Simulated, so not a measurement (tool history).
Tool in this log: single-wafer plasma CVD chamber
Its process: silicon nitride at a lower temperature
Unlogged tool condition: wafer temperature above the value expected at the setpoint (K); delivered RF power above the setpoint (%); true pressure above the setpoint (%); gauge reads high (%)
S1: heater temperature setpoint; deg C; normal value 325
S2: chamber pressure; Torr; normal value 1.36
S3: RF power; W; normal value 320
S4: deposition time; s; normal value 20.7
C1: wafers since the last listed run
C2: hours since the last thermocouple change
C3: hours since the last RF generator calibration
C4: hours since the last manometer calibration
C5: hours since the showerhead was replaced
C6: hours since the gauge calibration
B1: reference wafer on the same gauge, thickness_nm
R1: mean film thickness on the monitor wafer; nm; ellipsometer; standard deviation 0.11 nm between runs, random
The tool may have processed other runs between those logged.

run,day,S1,S2,S3,S4,C1,C2,C3,C4,C5,C6,B1,R1
1,0,325,1.36,320,20.7,0,943.5,541.2,2236.1,3344.5,29.1,21.362,20.94
2,1.154,325,1.46,300,20.7,664,971.2,568.9,2263.8,3372.2,56.8,21.327,20.059
3,2.592,325,1.46,300,20.7,827,1005.7,603.4,2298.3,3406.7,91.3,21.277,19.668
4,4.092,325,1.36,320,22,863,1041.7,639.4,2334.3,3442.7,127.3,21.243,22.051
5,5.996,325,1.36,320,22,1096,1087.4,685.1,2380,3488.4,173,21.173,22.073
6,7.546,317,1.13,355,20.7,892,1124.6,722.3,2417.2,3525.6,210.2,21.126,21.463
7,10.496,325,1.27,320,20.7,1698,1195.4,793.1,2488,3596.4,281,21.01,20.165
8,12.558,325,1.36,365,20.7,1187,1244.9,842.6,2537.5,3645.9,330.5,21,23.209
9,14.583,325,1.36,385,20.7,1165,1293.5,891.2,2586.1,3694.5,379.1,20.921,23.985
10,16.6,325,1.36,320,20.7,1161,1341.9,939.6,2634.5,3742.9,427.5,20.899,20.457
11,18.062,315,1.36,320,20.7,841,1377,974.7,2669.6,3778,462.6,20.848,20.486
# day 19.017: capacitance manometer re-zeroed and calibrated
12,21.054,338,1.36,350,20.7,1530,1448.8,1046.5,48.9,3849.8,534.4,20.823,21.948
# day 23.617: thermocouple changed; heater temperature recalibrated
13,23.979,325,1.36,370,20.7,1492,8.7,1116.7,119.1,3920,604.6,20.789,23.085
# day 25.638: RF generator calibrated
14,26.542,325,1.36,320,20.7,1283,70.2,21.7,180.6,3981.5,666.1,20.769,20.158
15,29.442,325,1.62,320,20.7,1669,139.8,91.3,250.2,4051.1,735.7,20.754,21.465

What will run 16 give?
16,30.604,325,1.36,295,20.7,669,167.7,119.2,278.1,4079,763.6,?,?

Logged for run 16: B1 20.709, R1 18.84 nm.
On a tool with no hidden condition, and with the same random variation, this run would have come out at R1 19.45 nm.

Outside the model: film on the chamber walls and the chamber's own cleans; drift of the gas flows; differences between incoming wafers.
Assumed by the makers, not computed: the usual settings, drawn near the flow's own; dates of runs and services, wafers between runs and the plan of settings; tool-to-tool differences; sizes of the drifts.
